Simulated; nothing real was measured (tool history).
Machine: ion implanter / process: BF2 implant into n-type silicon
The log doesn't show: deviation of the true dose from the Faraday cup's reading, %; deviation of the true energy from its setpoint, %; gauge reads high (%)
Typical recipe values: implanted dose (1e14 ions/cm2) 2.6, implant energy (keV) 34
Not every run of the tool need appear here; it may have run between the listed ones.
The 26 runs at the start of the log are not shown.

run	hour	implanted dose (1e14 ions/cm2)	implant energy (keV)	wafers since the last listed run	hours since the last dose calibration	hours since the extraction supply was calibrated	hours since the gauge calibration	read-back reference wafer on the same gauge, sheet resistance	sheet resistance of the implanted and annealed layer (ohm/square)
# hour 1879.1: gauge calibrated
27	1940.2	2.6	34	1244	907.2	413.3	61.1	403.34	410.3
# hour 1954.1: Faraday cup replaced and dose calibrated
28	1991.6	2.03	39.5	633	37.5	464.7	112.5	403.33	491.11
29	2094.4	3.3	40	1501	140.3	567.5	215.3	403.15	329.23
30	2132	3.34	29	549	177.9	605.1	252.9	403.68	333.54
31	2179.4	2.6	34	692	225.3	652.5	300.3	403.14	404.04
32	2282.2	1.84	34	1501	328.1	755.3	403.1	402.55	544.53
33	2333.6	2.6	34	750	379.5	806.7	454.5	403.09	407.41
34	2397.5	2.6	34	933	443.4	870.6	518.4	402.81	405.73
35	2456.7	2.6	40.5	864	502.6	929.8	577.6	402.63	400.22
36	2541.3	2.6	34	1235	587.2	1014.4	662.2	402.54	403.77
37	2590	2.6	34	711	635.9	1063.1	710.9	402.14	407.83
38	2631.1	2.6	34	600	677	1104.2	752	401.7	404.36

3 ways to go on from here, each from the tool as it stands after run 38. What would each give?
A	2631.5	2.6	41	5	677.4	1104.6	752.4	?	?
B	2631.5	2.95	42	5	677.4	1104.6	752.4	?	?
C	2631.5	3.09	22.5	5	677.4	1104.6	752.4	?	?

run	read-back reference wafer on the same gauge, sheet resistance	sheet resistance of the implanted and annealed layer (ohm/square)
A	401.31	397.59
B	401.31	357.03
C	401.31	364.26
With the hidden condition removed and each run's random variation left untouched, the same runs would have given:
run	sheet resistance of the implanted and annealed layer (ohm/square)
A	396.64
B	356.17
C	363.39

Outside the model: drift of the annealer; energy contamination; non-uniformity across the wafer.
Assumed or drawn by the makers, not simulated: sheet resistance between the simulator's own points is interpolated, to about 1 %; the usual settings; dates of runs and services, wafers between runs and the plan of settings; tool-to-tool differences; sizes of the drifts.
